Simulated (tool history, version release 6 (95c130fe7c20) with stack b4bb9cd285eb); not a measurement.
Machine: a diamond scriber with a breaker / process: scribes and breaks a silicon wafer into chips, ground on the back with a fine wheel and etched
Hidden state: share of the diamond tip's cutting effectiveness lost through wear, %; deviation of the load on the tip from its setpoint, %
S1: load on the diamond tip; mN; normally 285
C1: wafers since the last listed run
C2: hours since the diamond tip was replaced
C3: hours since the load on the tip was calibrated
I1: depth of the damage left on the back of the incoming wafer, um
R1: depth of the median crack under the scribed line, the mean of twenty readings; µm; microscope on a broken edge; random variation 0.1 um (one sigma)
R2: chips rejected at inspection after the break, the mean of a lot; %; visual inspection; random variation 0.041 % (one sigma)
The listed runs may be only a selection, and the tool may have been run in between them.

| run | hour | S1 | C1 | C2 | C3 | I1 | R1 | R2 |
|---|---|---|---|---|---|---|---|---|
| 1 | 0 | 317 | 0 | 41.9 | 136.4 | 0.34 | 11.45 | 1.63 |
| 2 | 48.4 | 285 | 76 | 90.3 | 184.8 | 0.3 | 10.68 | 1.14 |
| 3 | 101 | 285 | 83 | 142.9 | 237.4 | 0.32 | 10.69 | 1.02 |
| 4 | 156 | 253 | 86 | 197.9 | 292.4 | 0.45 | 9.75 | 1.69 |
| 5 | 184.7 | 253 | 45 | 226.6 | 321.1 | 0.68 | 9.91 | 1.81 |
| 6 | 220.3 | 253 | 56 | 262.2 | 356.7 | 0.69 | 9.86 | 1.79 |
| 7 | 282 | 226 | 97 | 323.9 | 418.4 | 0.62 | 9.15 | 3.69 |
|  | 353 | load on the tip recalibrated |
| 8 | 353.5 | 226 | 109 | 395.4 | 0.5 | 0.76 | 9.09 | 3.61 |
| 9 | 409 | 226 | 87 | 450.9 | 56 | 0.5 | 9.11 | 3.56 |
|  | 441.5 | diamond tip replaced by a new one |
| 10 | 450.5 | 285 | 62 | 9 | 97.5 | 0.6 | 10.6 | 1.13 |
| 11 | 502.8 | 285 | 82 | 61.3 | 149.8 | 0.58 | 10.67 | 1.05 |
| 12 | 541.1 | 285 | 60 | 99.6 | 188.1 | 0.34 | 10.74 | 1.05 |
| 13 | 585.5 | 320 | 70 | 144 | 232.5 | 0.3 | 11.65 | 1.81 |
| 14 | 623.4 | 320 | 59 | 181.9 | 270.4 | 0.47 | 11.78 | 1.78 |
| 15 | 669.4 | 285 | 72 | 227.9 | 316.4 | 0.47 | 10.8 | 1.17 |
| 16 | 718.5 | 285 | 77 | 277 | 365.5 | 0.32 | 10.7 | 1.07 |
| 17 | 774.1 | 285 | 87 | 332.6 | 421.1 | 0.43 | 10.64 | 1.05 |
| 18 | 831.7 | 285 | 91 | 390.2 | 478.7 | 0.58 | 10.83 | 1.07 |
|  | 839.4 | diamond tip replaced by a new one |
|  | 875 | load on the tip recalibrated |
| 19 | 881 | 285 | 71 | 41.6 | 6 | 0.78 | 10.79 | 1.07 |
| 20 | 922 | 285 | 64 | 82.6 | 47 | 0.55 | 10.78 | 1.05 |
| 21 | 966.9 | 285 | 70 | 127.5 | 91.9 | 0.66 | 10.78 | 1.07 |
| 22 | 1019.8 | 209 | 83 | 180.4 | 144.8 | 0.6 | 8.74 | 5.33 |
| 23 | 1049 | 285 | 46 | 209.6 | 174 | 0.38 | 10.91 | 1.09 |
| 24 | 1112.2 | 203 | 99 | 272.8 | 237.2 | 0.76 | 8.62 | 6.25 |
| 25 | 1173.3 | 356 | 96 | 333.9 | 298.3 | 0.67 | 12.81 | 3.13 |

Run 26 is up next; what results do you expect?
|  | 1228.4 | diamond tip replaced by a new one |
| 26 | 1239 | 316 | 100 | 10.6 | 364 | 0.75 | ? | ? |

{"run 26": {"R1": 11.51, "R2": 1.54}}
With no hidden state in the tool, this same run would have given R1 11.51 µm, R2 1.54 %.
